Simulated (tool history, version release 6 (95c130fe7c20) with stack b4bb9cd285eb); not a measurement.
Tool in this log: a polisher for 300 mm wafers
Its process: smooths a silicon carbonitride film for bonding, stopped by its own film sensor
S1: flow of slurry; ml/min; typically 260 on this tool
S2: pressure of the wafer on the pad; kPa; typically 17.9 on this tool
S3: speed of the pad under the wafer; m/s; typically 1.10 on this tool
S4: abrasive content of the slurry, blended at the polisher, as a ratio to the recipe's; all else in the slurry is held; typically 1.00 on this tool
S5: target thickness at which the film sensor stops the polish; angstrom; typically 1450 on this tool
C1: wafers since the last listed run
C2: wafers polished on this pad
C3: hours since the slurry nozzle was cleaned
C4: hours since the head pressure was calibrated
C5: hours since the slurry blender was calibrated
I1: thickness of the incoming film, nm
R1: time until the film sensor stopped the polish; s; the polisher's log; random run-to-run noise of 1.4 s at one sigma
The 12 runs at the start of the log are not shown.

-- day=5.633 slurry blender recalibrated
run 13 day=5.688 | S1=295 S2=17.9 S3=1.10 S4=0.90 S5=1450 | C1=39 C2=633 C3=84.7 C4=90.8 C5=1.3 | I1=178.8 | R1=129.9
run 14 day=5.975 | S1=260 S2=17.9 S3=1.10 S4=1.00 S5=1450 | C1=53 C2=687 C3=91.6 C4=97.7 C5=8.2 | I1=180.8 | R1=128.2
-- day=6.538 worn pad replaced by a new one
run 15 day=6.554 | S1=260 S2=15.2 S3=0.80 S4=0.80 S5=1450 | C1=77 C2=2 C3=105.5 C4=111.6 C5=22.1 | I1=180.3 | R1=231.5
run 16 day=6.908 | S1=260 S2=17.9 S3=1.10 S4=1.00 S5=1450 | C1=66 C2=69 C3=114.0 C4=120.1 C5=30.6 | I1=181.0 | R1=133.2
run 17 day=7.567 | S1=260 S2=17.9 S3=1.10 S4=0.75 S5=1450 | C1=123 C2=192 C3=129.8 C4=135.9 C5=46.4 | I1=179.8 | R1=178.3
run 18 day=8.188 | S1=350 S2=17.9 S3=1.44 S4=0.90 S5=1490 | C1=116 C2=308 C3=144.7 C4=150.8 C5=61.3 | I1=178.2 | R1=99.6
run 19 day=8.538 | S1=175 S2=17.9 S3=0.94 S4=1.00 S5=1450 | C1=65 C2=374 C3=153.1 C4=159.2 C5=69.7 | I1=179.7 | R1=165.0
run 20 day=9.246 | S1=290 S2=17.9 S3=0.94 S4=1.00 S5=1450 | C1=132 C2=506 C3=170.1 C4=176.2 C5=86.7 | I1=179.8 | R1=157.3
run 21 day=9.712 | S1=260 S2=17.9 S3=1.10 S4=1.20 S5=1450 | C1=87 C2=594 C3=181.3 C4=187.4 C5=97.9 | I1=181.0 | R1=126.8
run 22 day=10.421 | S1=260 S2=17.9 S3=1.46 S4=0.70 S5=1510 | C1=132 C2=726 C3=198.3 C4=204.4 C5=114.9 | I1=179.9 | R1=143.0
-- day=10.954 slurry blender recalibrated, repeated, since the last time left the tool worse
-- day=11.425 worn pad replaced by a new one
run 23 day=12.542 | S1=260 S2=17.9 S3=1.10 S4=1.00 S5=1450 | C1=350 C2=208 C3=249.2 C4=255.3 C5=38.1 | I1=178.6 | R1=82.4
run 24 day=12.858 | S1=260 S2=17.9 S3=1.10 S4=1.00 S5=1450 | C1=59 C2=268 C3=256.8 C4=262.9 C5=45.7 | I1=183.6 | R1=97.1
run 25 day=13.446 | S1=330 S2=20.7 S3=0.80 S4=0.80 S5=1450 | C1=109 C2=378 C3=270.9 C4=277.0 C5=59.8 | I1=183.4 | R1=134.0
run 26 day=13.921 | S1=260 S2=17.9 S3=1.10 S4=1.00 S5=1450 | C1=88 C2=467 C3=282.3 C4=288.4 C5=71.2 | I1=179.3 | R1=89.3
run 27 day=14.579 | S1=260 S2=17.9 S3=1.10 S4=1.10 S5=1450 | C1=123 C2=590 C3=298.1 C4=304.2 C5=87.0 | I1=180.6 | R1=88.0
run 28 day=15.300 | S1=260 S2=15.2 S3=0.96 S4=0.85 S5=1490 | C1=134 C2=725 C3=315.4 C4=321.5 C5=104.3 | I1=181.1 | R1=118.7
run 29 day=15.562 | S1=260 S2=17.9 S3=1.10 S4=1.00 S5=1450 | C1=49 C2=774 C3=321.7 C4=327.8 C5=110.6 | I1=181.1 | R1=96.5
-- day=15.771 worn pad replaced by a new one
run 30 day=16.283 | S1=225 S2=20.7 S3=0.94 S4=1.00 S5=1450 | C1=103 C2=95 C3=339.0 C4=345.1 C5=127.9 | I1=178.5 | R1=93.4

Consider 4 possible next runs. They are alternatives, not a sequence: every one starts from the tool as it was left by run 30. What does each give?
run A day=16.304 | S1=195 S2=17.9 S3=1.10 S4=1.00 S5=1450 | C1=3 C2=99 C3=339.5 C4=345.6 C5=128.4 | I1=178.0 | R1=?
run B day=16.304 | S1=345 S2=17.9 S3=1.34 S4=0.85 S5=1450 | C1=3 C2=99 C3=339.5 C4=345.6 C5=128.4 | I1=178.0 | R1=?
run C day=16.304 | S1=260 S2=15.2 S3=1.10 S4=1.00 S5=1540 | C1=3 C2=99 C3=339.5 C4=345.6 C5=128.4 | I1=178.0 | R1=?
run D day=16.304 | S1=260 S2=21.4 S3=1.10 S4=1.00 S5=1450 | C1=3 C2=99 C3=339.5 C4=345.6 C5=128.4 | I1=178.0 | R1=?

run=A R1=91.1
run=B R1=82.0
run=C R1=71.1
run=D R1=77.7
Without the tool's unlogged condition, the same runs would have read:
run=A R1=84.7
run=B R1=75.6
run=C R1=66.1
run=D R1=72.2
